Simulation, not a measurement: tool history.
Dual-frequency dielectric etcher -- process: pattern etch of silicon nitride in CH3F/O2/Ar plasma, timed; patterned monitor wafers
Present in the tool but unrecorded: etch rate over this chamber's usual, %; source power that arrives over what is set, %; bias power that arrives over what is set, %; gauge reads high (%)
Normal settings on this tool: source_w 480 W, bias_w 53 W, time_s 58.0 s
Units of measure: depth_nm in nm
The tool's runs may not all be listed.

run,hour,source_w,bias_w,time_s,wafers since the last listed run,hours since the last wet clean,hours since the last source power generator calibration,hours since the last bias power generator calibration,hours since the last upper electrode change,hours since the gauge calibration,"read-back reference wafer on the same gauge, depth_nm",depth_nm
1,0.0,480,53,58.0,0,360.1,1644.5,2948.5,5732.0,146.1,44.01,38.17
# hour 8.2: source power generator calibrated
2,16.0,480,53,58.0,95,376.1,7.8,2964.5,5748.0,162.1,43.92,38.32
# hour 50.1: upper electrode replaced
# hour 60.0: wet clean of the chamber
3,64.0,480,53,58.0,111,4.0,55.8,3012.5,13.9,210.1,43.88,38.72
4,77.3,480,53,49.5,105,17.3,69.1,3025.8,27.2,223.4,43.87,32.72
5,91.4,480,53,49.5,112,31.4,83.2,3039.9,41.3,237.5,43.82,32.77
6,106.6,480,53,49.5,120,46.6,98.4,3055.1,56.5,252.7,43.92,32.86
7,119.1,480,53,58.0,99,59.1,110.9,3067.6,69.0,265.2,43.87,38.14
8,131.8,360,44,58.0,100,71.8,123.6,3080.3,81.7,277.9,43.87,30.16
# hour 139.9: bias power generator calibrated
9,149.5,480,53,58.0,108,89.5,141.3,9.6,99.4,295.6,43.89,38.41
10,202.1,480,44,52.0,417,142.1,193.9,62.2,152.0,348.2,43.88,33.02
11,210.5,480,53,58.0,66,150.5,202.3,70.6,160.4,356.6,43.96,38.35
12,224.4,510,61,45.5,110,164.4,216.2,84.5,174.3,370.5,43.85,32.16
# hour 224.8: gauge calibrated
13,241.4,480,53,58.0,135,181.4,233.2,101.5,191.3,16.6,43.99,38.18
14,253.8,480,60,41.5,98,193.8,245.6,113.9,203.7,29.0,43.88,28.19
15,267.1,480,53,49.5,105,207.1,258.9,127.2,217.0,42.3,43.94,32.78
16,273.6,480,53,58.0,51,213.6,265.4,133.7,223.5,48.8,43.98,38.51
17,281.2,390,53,58.0,60,221.2,273.0,141.3,231.1,56.4,43.78,33.43
18,298.0,590,59,49.5,133,238.0,289.8,158.1,247.9,73.2,43.98,37.42
19,312.1,520,50,58.0,112,252.1,303.9,172.2,262.0,87.3,43.91,39.89
20,324.7,480,53,58.0,100,264.7,316.5,184.8,274.6,99.9,43.92,38.33
21,331.2,520,53,58.0,51,271.2,323.0,191.3,281.1,106.4,43.87,40.33
22,342.6,520,66,58.0,90,282.6,334.4,202.7,292.5,117.8,43.86,42.03
23,360.3,480,53,58.0,140,300.3,352.1,220.4,310.2,135.5,43.86,38.77
24,374.3,480,53,58.0,111,314.3,366.1,234.4,324.2,149.5,43.99,38.61
25,384.9,600,53,58.0,84,324.9,376.7,245.0,334.8,160.1,43.93,44.00
# hour 416.7: wet clean of the chamber
26,417.2,530,65,62.5,65,0.5,409.0,277.3,367.1,192.4,43.90,46.09
27,417.5,590,59,49.5,2,0.8,409.3,277.6,367.4,192.7,43.85,38.19
28,422.0,480,65,58.0,35,5.3,413.8,282.1,371.9,197.2,43.87,40.12
29,434.2,480,45,48.0,96,17.5,426.0,294.3,384.1,209.4,43.85,30.57

Here are 5 independent what-if runs from the current tool condition. What would each one return?
A,434.6,480,53,68.0,3,17.9,426.4,294.7,384.5,209.8,?,?
B,434.6,560,47,66.5,3,17.9,426.4,294.7,384.5,209.8,?,?
C,434.6,520,45,46.5,3,17.9,426.4,294.7,384.5,209.8,?,?
D,434.6,480,42,63.0,3,17.9,426.4,294.7,384.5,209.8,?,?
E,434.6,410,48,49.0,3,17.9,426.4,294.7,384.5,209.8,?,?

run,"read-back reference wafer on the same gauge, depth_nm",depth_nm
A,43.88,45.01
B,43.88,47.08
C,43.88,31.23
D,43.88,39.72
E,43.88,28.61
With no hidden state in the tool, these same runs would have given:
run,depth_nm
A,45.01
B,47.08
C,31.23
D,39.72
E,28.61
